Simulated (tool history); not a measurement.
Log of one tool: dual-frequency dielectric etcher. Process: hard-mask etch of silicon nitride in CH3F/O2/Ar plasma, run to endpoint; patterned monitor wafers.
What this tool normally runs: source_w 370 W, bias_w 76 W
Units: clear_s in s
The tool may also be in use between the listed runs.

| run | hour | source_w | bias_w | wafers since the last listed run | hours since the last wet clean | hours since the last source power generator calibration | hours since the last bias power generator calibration | hours since the last upper electrode change | incoming incoming film thickness, nm | clear_s |
|---|---|---|---|---|---|---|---|---|---|---|
| 1 | 0 | 370 | 76 | 0 | 314.5 | 3618.9 | 1948.9 | 2115.9 | 52.5 | 78.3 |
| 2 | 7.1 | 370 | 76 | 72 | 321.6 | 3626 | 1956 | 2123 | 53.3 | 79.3 |
| 3 | 16.8 | 370 | 76 | 99 | 331.3 | 3635.7 | 1965.7 | 2132.7 | 53.1 | 79.3 |
| 4 | 30.7 | 370 | 76 | 142 | 345.2 | 3649.6 | 1979.6 | 2146.6 | 53.1 | 79 |
| 5 | 43.1 | 370 | 76 | 127 | 357.6 | 3662 | 1992 | 2159 | 53.6 | 79.3 |
| 6 | 51.9 | 370 | 76 | 90 | 366.4 | 3670.8 | 2000.8 | 2167.8 | 54.1 | 80 |
| 7 | 71.3 | 370 | 65 | 198 | 385.8 | 3690.2 | 2020.2 | 2187.2 | 53.5 | 84.4 |
| 8 | 78.3 | 370 | 65 | 71 | 392.8 | 3697.2 | 2027.2 | 2194.2 | 53 | 83.4 |
| 9 | 110.5 | 370 | 65 | 330 | 425 | 3729.4 | 2059.4 | 2226.4 | 53.4 | 84.3 |
| 10 | 119.4 | 370 | 88 | 91 | 433.9 | 3738.3 | 2068.3 | 2235.3 | 53.3 | 74.8 |
| 11 | 129.9 | 370 | 88 | 107 | 444.4 | 3748.8 | 2078.8 | 2245.8 | 52.8 | 73.9 |
|  | 143.9 | bias power generator calibrated |
| 12 | 144.4 | 370 | 76 | 107 | 458.9 | 3763.3 | 0.5 | 2260.3 | 53.1 | 78.6 |
| 13 | 153.1 | 370 | 67 | 89 | 467.6 | 3772 | 9.2 | 2269 | 53.2 | 82.7 |
| 14 | 160.2 | 370 | 76 | 72 | 474.7 | 3779.1 | 16.3 | 2276.1 | 54 | 80 |
| 15 | 176.3 | 370 | 76 | 165 | 490.8 | 3795.2 | 32.4 | 2292.2 | 53.1 | 78.7 |
| 16 | 198.7 | 370 | 76 | 229 | 513.2 | 3817.6 | 54.8 | 2314.6 | 53.5 | 79.5 |
| 17 | 208.4 | 370 | 76 | 99 | 522.9 | 3827.3 | 64.5 | 2324.3 | 53.3 | 79 |
| 18 | 225.5 | 420 | 64 | 175 | 540 | 3844.4 | 81.6 | 2341.4 | 53.9 | 79.9 |
| 19 | 232.9 | 440 | 68 | 75 | 547.4 | 3851.8 | 89 | 2348.8 | 53.3 | 75.9 |
|  | 262.9 | wet clean of the chamber |
| 20 | 263.4 | 450 | 88 | 66 | 0.5 | 3882.3 | 119.5 | 2379.3 | 53.3 | 71.5 |
|  | 273 | source power generator calibrated |
| 21 | 273.5 | 290 | 60 | 62 | 10.6 | 0.5 | 129.6 | 2389.4 | 53.6 | 101.6 |
|  | 298.4 | upper electrode replaced |
| 22 | 298.9 | 300 | 71 | 14 | 36 | 25.9 | 155 | 0.5 | 53.7 | 93.7 |
| 23 | 299.4 | 310 | 86 | 5 | 36.5 | 26.4 | 155.5 | 1 | 53.5 | 85.2 |
| 24 | 307.6 | 410 | 87 | 84 | 44.7 | 34.6 | 163.7 | 9.2 | 53.4 | 74.7 |
| 25 | 325.5 | 370 | 76 | 183 | 62.6 | 52.5 | 181.6 | 27.1 | 53.3 | 82.4 |
| 26 | 334.1 | 370 | 76 | 88 | 71.2 | 61.1 | 190.2 | 35.7 | 53.6 | 83 |
| 27 | 340.2 | 370 | 76 | 62 | 77.3 | 67.2 | 196.3 | 41.8 | 53.9 | 83.5 |
| 28 | 348 | 370 | 76 | 79 | 85.1 | 75 | 204.1 | 49.6 | 53.3 | 82.1 |
| 29 | 363.2 | 330 | 59 | 155 | 100.3 | 90.2 | 219.3 | 64.8 | 53.1 | 94.2 |
|  | 387.6 | wet clean of the chamber, repeated, since the last time left the tool worse |
| 30 | 388.1 | 370 | 57 | 9 | 0.5 | 115.1 | 244.2 | 89.7 | 53.6 | 89.8 |
| 31 | 391.9 | 400 | 76 | 38 | 4.3 | 118.9 | 248 | 93.5 | 53.6 | 77.9 |
| 32 | 409.9 | 330 | 76 | 184 | 22.3 | 136.9 | 266 | 111.5 | 53.5 | 84.5 |
| 33 | 427.5 | 450 | 61 | 180 | 39.9 | 154.5 | 283.6 | 129.1 | 53.2 | 79.5 |
| 34 | 439.1 | 340 | 67 | 118 | 51.5 | 166.1 | 295.2 | 140.7 | 53.3 | 87.2 |

Entry by entry between the runs, the difference in hidden state between the last listed run before and the first listed run after:
Run 11 -> run 12: bias power generator calibrated (hour 143.9)
  etch rate over this chamber's usual, %: 1.16 -> 1.21
  measured less the result without the state, clear_s: -0.9 -> -0.9 s
Run 19 -> run 20: wet clean of the chamber (hour 262.9)
  etch rate over this chamber's usual, %: 1.48 -> -2.99
  measured less the result without the state, clear_s: -1.1 -> +2.1 s
Run 20 -> run 21: source power generator calibrated (hour 273)
  etch rate over this chamber's usual, %: -2.99 -> -2.96
  measured less the result without the state, clear_s: +2.1 -> +3 s
Run 21 -> run 22: upper electrode replaced (hour 298.4)
  etch rate over this chamber's usual, %: -2.96 -> -2.88
  measured less the result without the state, clear_s: +3 -> +2.7 s
Run 29 -> run 30: wet clean of the chamber, repeated, since the last time left the tool worse (hour 387.6)
  etch rate over this chamber's usual, %: -2.69 -> -0.114
  measured less the result without the state, clear_s: +2.6 -> +0.1 s
